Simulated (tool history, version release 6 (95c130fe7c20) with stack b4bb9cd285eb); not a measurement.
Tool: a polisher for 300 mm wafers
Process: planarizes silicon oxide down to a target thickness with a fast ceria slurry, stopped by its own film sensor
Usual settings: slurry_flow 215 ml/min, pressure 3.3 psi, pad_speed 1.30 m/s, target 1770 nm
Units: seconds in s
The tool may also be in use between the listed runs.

run	hour	slurry_flow	pressure	pad_speed	target	incoming thickness of the incoming film, nm	seconds
1	0.0	165	2.9	1.30	1770	3000.7	45.7
2	35.6	165	2.9	1.30	1770	3060.7	48.6
3	65.1	215	3.3	1.30	1770	3050.4	44.5
4	80.6	215	3.3	1.30	1770	3037.3	42.3
5	113.6	215	3.3	1.30	1770	3097.8	45.2
# hour 118.5: worn pad replaced by a new one
6	138.2	240	3.3	1.30	1542	3076.4	49.4
7	153.9	240	3.3	1.30	1542	3009.2	50.0
8	173.1	240	3.3	1.30	1542	3082.0	53.3
9	193.9	215	2.5	1.30	1770	3008.8	49.5
# hour 247.6: worn pad replaced by a new one
10	248.6	215	2.5	1.30	1770	3085.5	54.3
11	270.0	215	3.3	1.60	1770	3050.7	37.2
12	290.6	215	3.3	1.60	1770	3043.7	37.0
13	304.5	215	4.3	1.50	1770	3079.3	34.7
14	319.1	215	2.3	1.30	1925	3061.0	48.5
# hour 333.7: head pressure recalibrated
# hour 344.6: slurry nozzle cleaned
# hour 347.2: worn pad replaced by a new one
15	347.7	280	3.3	1.30	1770	2997.6	37.8
16	371.4	215	3.3	1.48	1574	3023.9	41.6
17	391.6	215	3.3	1.30	1770	3015.6	40.0
18	427.5	185	3.9	1.02	1975	3093.0	43.1
# hour 448.3: worn pad replaced by a new one
19	462.3	245	3.3	1.42	1603	3043.8	42.1
20	485.5	215	3.3	1.30	1538	3043.2	49.6
21	507.3	215	3.3	1.30	1770	3050.9	41.5
22	543.1	215	3.3	1.30	2098	3048.4	31.0
23	558.9	215	3.3	0.92	1770	3068.4	60.7
# hour 576.6: worn pad replaced by a new one
24	577.1	215	3.3	1.30	1770	3050.9	43.9

Some steps in seconds between neighbouring runs. How much of each would the tool show without its hidden state too (settings, what came in, random variation), and how much is left for the hidden state, with any gauge scatter that isn't in both results?
The hidden state here: removal rate lost through wear of the pad, %; slurry flow missing at the pad, %; deviation of the head's pressure from its setpoint, %.
Run 10 -> 11: pressure 2.5 -> 3.3, pad_speed 1.30 -> 1.60. seconds -17.1 s: hidden state -1.2, all else -15.9.
Run 13 -> 14: pressure 4.3 -> 2.3, pad_speed 1.50 -> 1.30, target 1770 -> 1925. seconds +13.8 s: hidden state +1.4, all else +12.4.
Run 14 -> 15: slurry_flow 215 -> 280, pressure 2.3 -> 3.3, target 1925 -> 1770, head pressure recalibrated, slurry nozzle cleaned, worn pad replaced by a new one. seconds -10.7 s: hidden state -4.4, all else -6.3.
Run 22 -> 23: pad_speed 1.30 -> 0.92, target 2098 -> 1770. seconds +29.7 s: hidden state +0.9, all else +28.8.
